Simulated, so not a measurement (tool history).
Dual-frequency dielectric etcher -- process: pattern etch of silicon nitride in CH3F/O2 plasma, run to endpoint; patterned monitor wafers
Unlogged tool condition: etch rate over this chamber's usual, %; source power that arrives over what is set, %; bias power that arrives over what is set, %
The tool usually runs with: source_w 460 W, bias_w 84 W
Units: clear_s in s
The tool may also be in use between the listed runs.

run,hour,source_w,bias_w,wafers since the last listed run,hours since the last wet clean,hours since the last source power generator calibration,hours since the last bias power generator calibration,hours since the last upper electrode change,"incoming incoming film thickness, nm",clear_s
1,0.0,370,84,0,139.8,3611.3,3376.9,5515.8,75.6,79.2
2,65.2,370,84,293,205.0,3676.5,3442.1,5581.0,76.0,79.4
3,128.1,460,84,283,267.9,3739.4,3505.0,5643.9,75.2,71.9
4,188.7,460,84,272,328.5,3800.0,3565.6,5704.5,75.4,71.5
5,236.6,550,71,215,376.4,3847.9,3613.5,5752.4,75.9,71.0
# hour 276.7: wet clean of the chamber
6,277.2,550,71,74,0.5,3888.5,3654.1,5793.0,75.0,70.0
7,299.1,550,71,98,22.4,3910.4,3676.0,5814.9,75.1,70.1
8,323.9,460,84,111,47.2,3935.2,3700.8,5839.7,75.7,72.7
# hour 392.2: source power generator calibrated
9,442.5,460,84,516,165.8,50.3,3819.4,5958.3,75.3,71.9
10,483.6,420,84,185,206.9,91.4,3860.5,5999.4,76.2,75.8
11,537.5,420,84,242,260.8,145.3,3914.4,6053.3,75.5,74.7
12,591.9,460,75,244,315.2,199.7,3968.8,6107.7,75.1,74.1
# hour 670.1: wet clean of the chamber
13,670.6,460,75,246,0.5,278.4,4047.5,6186.4,75.4,74.5
14,686.5,490,84,71,16.4,294.3,4063.4,6202.3,75.7,70.3
# hour 710.8: upper electrode replaced
# hour 742.0: bias power generator calibrated
15,753.9,460,84,177,83.8,361.7,11.9,43.1,75.8,72.4
16,791.9,460,93,171,121.8,399.7,49.9,81.1,74.9,69.6
17,830.4,550,71,173,160.3,438.2,88.4,119.6,75.3,70.0
18,877.1,350,84,210,207.0,484.9,135.1,166.3,75.2,80.3
19,937.2,410,84,270,267.1,545.0,195.2,226.4,75.5,75.6
20,992.8,340,65,250,322.7,600.6,250.8,282.0,75.1,87.0
# hour 1054.1: wet clean of the chamber
21,1054.6,460,84,170,0.5,662.4,312.6,343.8,75.3,72.2
22,1064.8,460,84,45,10.7,672.6,322.8,354.0,76.0,72.4
23,1091.0,460,73,117,36.9,698.8,349.0,380.2,76.1,75.8
24,1120.2,460,84,131,66.1,728.0,378.2,409.4,75.3,71.7
25,1189.9,410,84,313,135.8,797.7,447.9,479.1,75.6,75.6
26,1218.4,380,65,128,164.3,826.2,476.4,507.6,74.9,82.6
27,1250.7,570,103,145,196.6,858.5,508.7,539.9,76.3,62.9

How the hidden state differs across the entries between the runs, from the last listed run before each to the first after it:
Between runs 5 and 6: wet clean of the chamber (hour 276.7)
  the hidden state is the same at both runs
Between runs 8 and 9: source power generator calibrated (hour 392.2)
  the hidden state is the same at both runs
Between runs 12 and 13: wet clean of the chamber (hour 670.1)
  the hidden state is the same at both runs
Between runs 14 and 15: upper electrode replaced (hour 710.8); bias power generator calibrated (hour 742.0)
  the hidden state is the same at both runs
Between runs 20 and 21: wet clean of the chamber (hour 1054.1)
  the hidden state is the same at both runs
